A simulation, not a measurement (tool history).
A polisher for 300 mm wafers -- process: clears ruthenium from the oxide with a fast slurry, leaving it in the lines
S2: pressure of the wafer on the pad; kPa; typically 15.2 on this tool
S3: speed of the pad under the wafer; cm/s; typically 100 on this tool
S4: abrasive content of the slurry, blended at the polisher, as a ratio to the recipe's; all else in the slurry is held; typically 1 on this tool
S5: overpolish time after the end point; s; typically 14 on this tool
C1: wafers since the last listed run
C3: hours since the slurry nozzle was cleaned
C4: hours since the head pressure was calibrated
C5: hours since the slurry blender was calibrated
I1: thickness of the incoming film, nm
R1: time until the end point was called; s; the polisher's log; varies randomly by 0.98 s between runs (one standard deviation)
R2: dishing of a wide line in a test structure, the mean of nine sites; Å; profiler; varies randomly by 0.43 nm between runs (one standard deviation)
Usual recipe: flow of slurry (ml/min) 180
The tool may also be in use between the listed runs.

run 1 day=0 | flow_of_slurry_(ml/min)=180 S2=15.2 S3=100 S4=1 S5=9 | C1=0 wafers_polished_on_this_pad=683 C3=579.8 C4=739.4 C5=69.8 | I1=195.5 | R1=59.5 R2=179
-- day=0.896 slurry nozzle cleaned
run 2 day=2.621 | flow_of_slurry_(ml/min)=180 S2=15.2 S3=100 S4=1 S5=14 | C1=596 wafers_polished_on_this_pad=1279 C3=41.4 C4=802.3 C5=132.7 | I1=200.7 | R1=59.8 R2=217
run 3 day=4.212 | flow_of_slurry_(ml/min)=180 S2=17.9 S3=100 S4=1 S5=14 | C1=367 wafers_polished_on_this_pad=1647 C3=79.6 C4=840.5 C5=170.9 | I1=199.7 | R1=51.9 R2=234
-- day=5.121 head pressure recalibrated
run 4 day=7.267 | flow_of_slurry_(ml/min)=180 S2=15.2 S3=100 S4=1 S5=14 | C1=686 wafers_polished_on_this_pad=2334 C3=152.9 C4=51.5 C5=244.2 | I1=202.4 | R1=61.7 R2=223
run 5 day=12.5 | flow_of_slurry_(ml/min)=180 S2=15.2 S3=100 S4=1 S5=12 | C1=1209 wafers_polished_on_this_pad=3543 C3=278.5 C4=177.1 C5=369.8 | I1=199.7 | R1=63.4 R2=199
run 6 day=16.158 | flow_of_slurry_(ml/min)=200 S2=15.2 S3=100 S4=1 S5=14 | C1=845 wafers_polished_on_this_pad=4389 C3=366.3 C4=264.9 C5=457.6 | I1=198.1 | R1=61.8 R2=221
-- day=17.112 slurry blender recalibrated
-- day=19.779 worn pad replaced by a new one
run 7 day=20.058 | flow_of_slurry_(ml/min)=200 S2=15.2 S3=100 S4=1 S5=14 | C1=843 wafers_polished_on_this_pad=64 C3=459.9 C4=358.5 C5=70.7 | I1=200.9 | R1=57.1 R2=228
-- day=21.008 slurry nozzle cleaned
run 8 day=22.633 | flow_of_slurry_(ml/min)=200 S2=15.2 S3=100 S4=1 S5=14 | C1=585 wafers_polished_on_this_pad=650 C3=39 C4=420.3 C5=132.5 | I1=202.3 | R1=57.9 R2=217
run 9 day=24.804 | flow_of_slurry_(ml/min)=125 S2=15.2 S3=100 S4=0.9 S5=14 | C1=501 wafers_polished_on_this_pad=1152 C3=91.1 C4=472.4 C5=184.6 | I1=198.3 | R1=67.2 R2=207
run 10 day=28.458 | flow_of_slurry_(ml/min)=180 S2=15.2 S3=100 S4=1 S5=9 | C1=844 wafers_polished_on_this_pad=1996 C3=178.8 C4=560.1 C5=272.3 | I1=201.1 | R1=61.4 R2=178
run 11 day=31.483 | flow_of_slurry_(ml/min)=180 S2=15.2 S3=78 S4=1 S5=12 | C1=699 wafers_polished_on_this_pad=2695 C3=251.4 C4=632.7 C5=344.9 | I1=198.3 | R1=77.4 R2=179
run 12 day=35.55 | flow_of_slurry_(ml/min)=180 S2=15.2 S3=100 S4=1 S5=14 | C1=939 wafers_polished_on_this_pad=3635 C3=349 C4=730.3 C5=442.5 | I1=200.6 | R1=63.9 R2=218
run 13 day=37.654 | flow_of_slurry_(ml/min)=220 S2=15.2 S3=100 S4=1 S5=14 | C1=486 wafers_polished_on_this_pad=4121 C3=399.5 C4=780.8 C5=493 | I1=203.3 | R1=62.3 R2=220
-- day=39.671 slurry blender recalibrated
-- day=40.146 head pressure recalibrated
run 14 day=41.429 | flow_of_slurry_(ml/min)=180 S2=9.7 S3=100 S4=1 S5=14 | C1=833 wafers_polished_on_this_pad=4955 C3=490.1 C4=30.8 C5=42.2 | I1=201.4 | R1=99.7 R2=169
-- day=42.988 worn pad replaced by a new one
run 15 day=43.271 | flow_of_slurry_(ml/min)=180 S2=15.2 S3=100 S4=1.1 S5=14 | C1=387 wafers_polished_on_this_pad=65 C3=534.3 C4=75 C5=86.4 | I1=199.3 | R1=55.7 R2=221
-- day=44.896 slurry nozzle cleaned
run 16 day=45.729 | flow_of_slurry_(ml/min)=180 S2=19.3 S3=100 S4=1 S5=14 | C1=558 wafers_polished_on_this_pad=623 C3=20 C4=134 C5=145.4 | I1=201.8 | R1=48.2 R2=236
run 17 day=49.112 | flow_of_slurry_(ml/min)=180 S2=15.2 S3=100 S4=1 S5=19 | C1=781 wafers_polished_on_this_pad=1405 C3=101.2 C4=215.2 C5=226.6 | I1=203.8 | R1=63.4 R2=242
run 18 day=52.762 | flow_of_slurry_(ml/min)=180 S2=15.2 S3=100 S4=1 S5=9 | C1=843 wafers_polished_on_this_pad=2249 C3=188.8 C4=302.8 C5=314.2 | I1=198.7 | R1=62.5 R2=174
run 19 day=56.033 | flow_of_slurry_(ml/min)=245 S2=15.2 S3=100 S4=0.8 S5=14 | C1=755 wafers_polished_on_this_pad=3005 C3=267.3 C4=381.3 C5=392.7 | I1=200.7 | R1=65.6 R2=213
run 20 day=59.917 | flow_of_slurry_(ml/min)=140 S2=17.2 S3=100 S4=0.7 S5=14 | C1=897 wafers_polished_on_this_pad=3902 C3=360.5 C4=474.5 C5=485.9 | I1=198.9 | R1=66.6 R2=213
run 21 day=62.642 | flow_of_slurry_(ml/min)=180 S2=15.2 S3=100 S4=1 S5=9 | C1=629 wafers_polished_on_this_pad=4532 C3=425.9 C4=539.9 C5=551.3 | I1=200.3 | R1=63.2 R2=167
-- day=63.529 slurry blender recalibrated
run 22 day=65.108 | flow_of_slurry_(ml/min)=180 S2=15.2 S3=100 S4=1 S5=14 | C1=550 wafers_polished_on_this_pad=5083 C3=485.1 C4=599.1 C5=37.9 | I1=200.7 | R1=65.3 R2=214
-- day=65.454 worn pad replaced by a new one
run 23 day=67.05 | flow_of_slurry_(ml/min)=180 S2=15.2 S3=100 S4=1 S5=14 | C1=410 wafers_polished_on_this_pad=368 C3=531.7 C4=645.7 C5=84.5 | I1=203.8 | R1=59.3 R2=230
-- day=70.729 slurry nozzle cleaned
run 24 day=71.008 | flow_of_slurry_(ml/min)=180 S2=15.2 S3=100 S4=1 S5=14 | C1=905 wafers_polished_on_this_pad=1273 C3=6.7 C4=740.7 C5=179.5 | I1=199.3 | R1=61.9 R2=221
-- day=71.775 head pressure recalibrated
run 25 day=75.079 | flow_of_slurry_(ml/min)=180 S2=15.2 S3=74 S4=0.75 S5=14 | C1=921 wafers_polished_on_this_pad=2195 C3=104.4 C4=79.3 C5=277.2 | I1=197.4 | R1=90.3 R2=171
run 26 day=79.15 | flow_of_slurry_(ml/min)=180 S2=18.6 S3=100 S4=0.75 S5=14 | C1=940 wafers_polished_on_this_pad=3136 C3=202.1 C4=177 C5=374.9 | I1=202.6 | R1=58.2 R2=220
run 27 day=81.246 | flow_of_slurry_(ml/min)=145 S2=15.2 S3=100 S4=1 S5=10 | C1=484 wafers_polished_on_this_pad=3620 C3=252.4 C4=227.3 C5=425.2 | I1=197.9 | R1=65 R2=173

What if the next run were any one of these 5? Each begins from the tool's condition after run 27:
run A day=81.262 | flow_of_slurry_(ml/min)=180 S2=15.2 S3=100 S4=1 S5=14 | C1=3 wafers_polished_on_this_pad=3624 C3=252.8 C4=227.7 C5=425.6 | I1=198 | R1=? R2=?
run B day=81.262 | flow_of_slurry_(ml/min)=235 S2=15.2 S3=76 S4=0.75 S5=20 | C1=3 wafers_polished_on_this_pad=3624 C3=252.8 C4=227.7 C5=425.6 | I1=198 | R1=? R2=?
run C day=81.262 | flow_of_slurry_(ml/min)=230 S2=15.2 S3=88 S4=1.2 S5=14 | C1=3 wafers_polished_on_this_pad=3624 C3=252.8 C4=227.7 C5=425.6 | I1=198 | R1=? R2=?
run D day=81.262 | flow_of_slurry_(ml/min)=180 S2=17.2 S3=100 S4=0.8 S5=14 | C1=3 wafers_polished_on_this_pad=3624 C3=252.8 C4=227.7 C5=425.6 | I1=198 | R1=? R2=?
run E day=81.262 | flow_of_slurry_(ml/min)=235 S2=15.2 S3=100 S4=1 S5=14 | C1=3 wafers_polished_on_this_pad=3624 C3=252.8 C4=227.7 C5=425.6 | I1=198 | R1=? R2=?

run=A R1=61.1 R2=218
run=B R1=86.8 R2=218
run=C R1=62.7 R2=215
run=D R1=58.7 R2=221
run=E R1=58.9 R2=221
The same runs, with their run-to-run variation unchanged, on a tool lacking any hidden condition would have given:
run=A R1=54.8 R2=227
run=B R1=77.9 R2=228
run=C R1=56.2 R2=225
run=D R1=52.7 R2=231
run=E R1=52.8 R2=231
